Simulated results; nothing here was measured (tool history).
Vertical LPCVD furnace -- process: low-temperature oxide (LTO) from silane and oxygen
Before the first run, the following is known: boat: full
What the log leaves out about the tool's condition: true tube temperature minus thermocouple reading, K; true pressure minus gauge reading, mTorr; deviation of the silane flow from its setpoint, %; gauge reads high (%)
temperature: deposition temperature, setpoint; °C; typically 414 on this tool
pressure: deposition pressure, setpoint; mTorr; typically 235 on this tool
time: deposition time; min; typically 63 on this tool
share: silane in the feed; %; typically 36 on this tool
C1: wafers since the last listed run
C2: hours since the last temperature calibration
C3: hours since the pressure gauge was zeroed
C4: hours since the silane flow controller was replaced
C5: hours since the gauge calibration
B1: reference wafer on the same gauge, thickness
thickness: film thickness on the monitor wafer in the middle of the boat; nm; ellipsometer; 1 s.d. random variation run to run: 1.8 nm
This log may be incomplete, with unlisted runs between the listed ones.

run 1 day=0 | temperature=414 pressure=220 time=63 share=36 | C1=0 C2=3636.9 C3=1291.3 C4=4786.2 C5=1472.7 | B1=619.01 | thickness=586.07
run 2 day=4.046 | temperature=414 pressure=220 time=63 share=36 | C1=1494 C2=3734 C3=1388.4 C4=4883.3 C5=1569.8 | B1=619.09 | thickness=587.67
-- day=4.5 gauge calibrated
run 3 day=7.2 | temperature=414 pressure=220 time=63 share=36 | C1=1164 C2=3809.7 C3=1464.1 C4=4959 C5=64.8 | B1=619.08 | thickness=585.82
run 4 day=9.283 | temperature=414 pressure=235 time=63 share=36 | C1=769 C2=3859.7 C3=1514.1 C4=5009 C5=114.8 | B1=618.63 | thickness=625.92
run 5 day=11.521 | temperature=414 pressure=235 time=63 share=36 | C1=826 C2=3913.4 C3=1567.8 C4=5062.7 C5=168.5 | B1=618.82 | thickness=630.85
run 6 day=15.058 | temperature=414 pressure=235 time=81.5 share=36 | C1=1306 C2=3998.3 C3=1652.7 C4=5147.6 C5=253.4 | B1=618.59 | thickness=808.73
run 7 day=17.092 | temperature=414 pressure=235 time=81.5 share=36 | C1=750 C2=4047.1 C3=1701.5 C4=5196.4 C5=302.2 | B1=619.46 | thickness=815.29
run 8 day=22.708 | temperature=414 pressure=235 time=63 share=36 | C1=2074 C2=4181.9 C3=1836.3 C4=5331.2 C5=437 | B1=619.29 | thickness=628.42
run 9 day=26.258 | temperature=414 pressure=235 time=63 share=36 | C1=1310 C2=4267.1 C3=1921.5 C4=5416.4 C5=522.2 | B1=619.01 | thickness=630.94
run 10 day=30.179 | temperature=414 pressure=200 time=63 share=31 | C1=1447 C2=4361.2 C3=2015.6 C4=5510.5 C5=616.3 | B1=618.74 | thickness=444.05
run 11 day=33.562 | temperature=414 pressure=235 time=85 share=43 | C1=1249 C2=4442.4 C3=2096.8 C4=5591.7 C5=697.5 | B1=619.28 | thickness=1036.27
run 12 day=35.246 | temperature=419 pressure=215 time=55.5 share=41 | C1=621 C2=4482.8 C3=2137.2 C4=5632.1 C5=737.9 | B1=619.22 | thickness=618.98
-- day=46.646 pressure gauge zeroed
run 13 day=46.667 | temperature=414 pressure=285 time=63 share=29 | C1=3848 C2=4756.9 C3=0.5 C4=5906.2 C5=1012 | B1=619.26 | thickness=577.37
run 14 day=47.733 | temperature=420 pressure=235 time=63 share=36 | C1=393 C2=4782.5 C3=26.1 C4=5931.8 C5=1037.6 | B1=619.35 | thickness=676.06
-- day=50.408 silane flow controller replaced
run 15 day=51.8 | temperature=418 pressure=190 time=88 share=32 | C1=1132 C2=4880.1 C3=123.7 C4=33.4 C5=1135.2 | B1=618.89 | thickness=610.74
-- day=54.354 thermocouples replaced and temperature profile calibrated
-- day=55.912 gauge calibrated
run 16 day=63.804 | temperature=414 pressure=235 time=63 share=36 | C1=4063 C2=226.8 C3=411.8 C4=321.5 C5=189.4 | B1=618.66 | thickness=607.88
run 17 day=66.646 | temperature=414 pressure=235 time=45.5 share=29 | C1=1049 C2=295 C3=480 C4=389.7 C5=257.6 | B1=619.32 | thickness=325.99
run 18 day=69.588 | temperature=414 pressure=275 time=63 share=41 | C1=1086 C2=365.6 C3=550.6 C4=460.3 C5=328.2 | B1=618.94 | thickness=831.09
run 19 day=71.929 | temperature=420 pressure=235 time=63 share=36 | C1=864 C2=421.8 C3=606.8 C4=516.5 C5=384.4 | B1=619.07 | thickness=645.56
run 20 day=74.646 | temperature=404 pressure=235 time=50 share=32 | C1=1003 C2=487 C3=672 C4=581.7 C5=449.6 | B1=618.66 | thickness=370.65

What would each run have given without the hidden state, its run-to-run variation left as it was?
run=1 thickness=563.94
run=2 thickness=565.04
run=3 thickness=562.92
run=4 thickness=601.21
run=5 thickness=605.67
run=6 thickness=775.93
run=7 thickness=781.92
run=8 thickness=602.04
run=9 thickness=604.04
run=10 thickness=421.05
run=11 thickness=1002.96
run=12 thickness=597.19
run=13 thickness=543.29
run=14 thickness=645.03
run=15 thickness=608.12
run=16 thickness=604.08
run=17 thickness=323.15
run=18 thickness=826.07
run=19 thickness=640.49
run=20 thickness=366.93
